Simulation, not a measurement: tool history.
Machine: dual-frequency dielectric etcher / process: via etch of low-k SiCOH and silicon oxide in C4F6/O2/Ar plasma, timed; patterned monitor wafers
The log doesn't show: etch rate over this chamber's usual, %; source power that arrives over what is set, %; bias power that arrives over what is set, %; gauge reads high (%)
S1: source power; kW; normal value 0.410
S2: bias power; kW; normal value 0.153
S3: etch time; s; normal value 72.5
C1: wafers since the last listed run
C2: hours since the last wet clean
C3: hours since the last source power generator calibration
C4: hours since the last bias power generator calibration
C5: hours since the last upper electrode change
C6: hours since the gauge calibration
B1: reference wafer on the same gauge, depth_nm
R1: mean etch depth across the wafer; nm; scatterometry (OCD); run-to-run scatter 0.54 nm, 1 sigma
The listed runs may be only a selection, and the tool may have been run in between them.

| run | hour | S1 | S2 | S3 | C1 | C2 | C3 | C4 | C5 | C6 | B1 | R1 |
|---|---|---|---|---|---|---|---|---|---|---|---|---|
| 1 | 0.0 | 0.410 | 0.153 | 59.0 | 0 | 212.7 | 3390.4 | 2620.2 | 5123.2 | 124.0 | 195.0 | 153.4 |
| 2 | 6.7 | 0.410 | 0.153 | 59.0 | 51 | 219.4 | 3397.1 | 2626.9 | 5129.9 | 130.7 | 194.9 | 153.5 |
| 3 | 14.5 | 0.410 | 0.153 | 72.5 | 60 | 227.2 | 3404.9 | 2634.7 | 5137.7 | 138.5 | 195.0 | 188.6 |
| 4 | 25.5 | 0.410 | 0.153 | 72.5 | 85 | 238.2 | 3415.9 | 2645.7 | 5148.7 | 149.5 | 195.0 | 188.9 |
| 5 | 36.2 | 0.410 | 0.153 | 72.5 | 83 | 248.9 | 3426.6 | 2656.4 | 5159.4 | 160.2 | 194.9 | 188.6 |
| 6 | 52.9 | 0.370 | 0.128 | 72.5 | 129 | 265.6 | 3443.3 | 2673.1 | 5176.1 | 176.9 | 195.0 | 175.5 |
| 7 | 62.7 | 0.410 | 0.153 | 72.5 | 76 | 275.4 | 3453.1 | 2682.9 | 5185.9 | 186.7 | 194.9 | 188.6 |
| 8 | 76.0 | 0.410 | 0.153 | 72.5 | 103 | 288.7 | 3466.4 | 2696.2 | 5199.2 | 200.0 | 195.2 | 189.1 |
|  | 106.0 | upper electrode replaced |
| 9 | 106.5 | 0.410 | 0.153 | 72.5 | 50 | 319.2 | 3496.9 | 2726.7 | 0.5 | 230.5 | 195.1 | 188.4 |
| 10 | 106.8 | 0.410 | 0.153 | 72.5 | 2 | 319.5 | 3497.2 | 2727.0 | 0.8 | 230.8 | 195.0 | 188.4 |
| 11 | 132.4 | 0.380 | 0.153 | 86.0 | 198 | 345.1 | 3522.8 | 2752.6 | 26.4 | 256.4 | 195.0 | 215.8 |
| 12 | 145.9 | 0.380 | 0.153 | 86.0 | 104 | 358.6 | 3536.3 | 2766.1 | 39.9 | 269.9 | 194.9 | 216.9 |
| 13 | 156.8 | 0.410 | 0.180 | 84.5 | 84 | 369.5 | 3547.2 | 2777.0 | 50.8 | 280.8 | 195.1 | 227.5 |
|  | 162.1 | gauge calibrated |
| 14 | 171.2 | 0.480 | 0.183 | 50.5 | 111 | 383.9 | 3561.6 | 2791.4 | 65.2 | 9.1 | 194.9 | 145.6 |
| 15 | 177.7 | 0.360 | 0.140 | 80.5 | 50 | 390.4 | 3568.1 | 2797.9 | 71.7 | 15.6 | 194.9 | 195.0 |
|  | 183.0 | bias power generator calibrated |
|  | 206.8 | wet clean of the chamber |
| 16 | 207.3 | 0.410 | 0.153 | 72.5 | 13 | 0.5 | 3597.7 | 24.3 | 101.3 | 45.2 | 194.9 | 189.1 |
| 17 | 207.7 | 0.360 | 0.116 | 64.0 | 3 | 0.9 | 3598.1 | 24.7 | 101.7 | 45.6 | 194.9 | 150.4 |
| 18 | 209.6 | 0.440 | 0.153 | 72.5 | 14 | 2.8 | 3600.0 | 26.6 | 103.6 | 47.5 | 194.9 | 194.9 |
| 19 | 216.5 | 0.360 | 0.153 | 60.0 | 53 | 9.7 | 3606.9 | 33.5 | 110.5 | 54.4 | 195.1 | 147.9 |
|  | 229.7 | source power generator calibrated |
| 20 | 230.2 | 0.410 | 0.153 | 72.5 | 75 | 23.4 | 0.5 | 47.2 | 124.2 | 68.1 | 194.9 | 188.4 |
| 21 | 237.4 | 0.480 | 0.183 | 50.5 | 55 | 30.6 | 7.7 | 54.4 | 131.4 | 75.3 | 195.0 | 144.9 |
| 22 | 244.1 | 0.440 | 0.188 | 88.5 | 51 | 37.3 | 14.4 | 61.1 | 138.1 | 82.0 | 194.8 | 246.8 |
| 23 | 261.3 | 0.410 | 0.190 | 60.5 | 133 | 54.5 | 31.6 | 78.3 | 155.3 | 99.2 | 195.0 | 164.8 |
| 24 | 277.2 | 0.490 | 0.123 | 87.0 | 123 | 70.4 | 47.5 | 94.2 | 171.2 | 115.1 | 195.0 | 233.4 |
| 25 | 292.3 | 0.410 | 0.153 | 72.5 | 117 | 85.5 | 62.6 | 109.3 | 186.3 | 130.2 | 195.1 | 189.1 |

Consider 5 possible next runs. They are alternatives, not a sequence: every one starts from the tool as it was left by run 25. What does each give?
| A | 292.7 | 0.410 | 0.153 | 72.5 | 3 | 85.9 | 63.0 | 109.7 | 186.7 | 130.6 | ? | ? |
| B | 292.7 | 0.410 | 0.153 | 65.5 | 3 | 85.9 | 63.0 | 109.7 | 186.7 | 130.6 | ? | ? |
| C | 292.7 | 0.350 | 0.142 | 52.5 | 3 | 85.9 | 63.0 | 109.7 | 186.7 | 130.6 | ? | ? |
| D | 292.7 | 0.410 | 0.116 | 62.5 | 3 | 85.9 | 63.0 | 109.7 | 186.7 | 130.6 | ? | ? |
| E | 292.7 | 0.410 | 0.153 | 53.5 | 3 | 85.9 | 63.0 | 109.7 | 186.7 | 130.6 | ? | ? |

| run | B1 | R1 |
|---|---|---|
| A | 195.0 | 187.8 |
| B | 195.0 | 169.6 |
| C | 195.0 | 126.0 |
| D | 195.0 | 153.7 |
| E | 195.0 | 138.6 |
Without the tool's hidden state the same runs would have given:
| run | R1 |
|---|---|
| A | 187.8 |
| B | 169.6 |
| C | 126.0 |
| D | 153.7 |
| E | 138.6 |
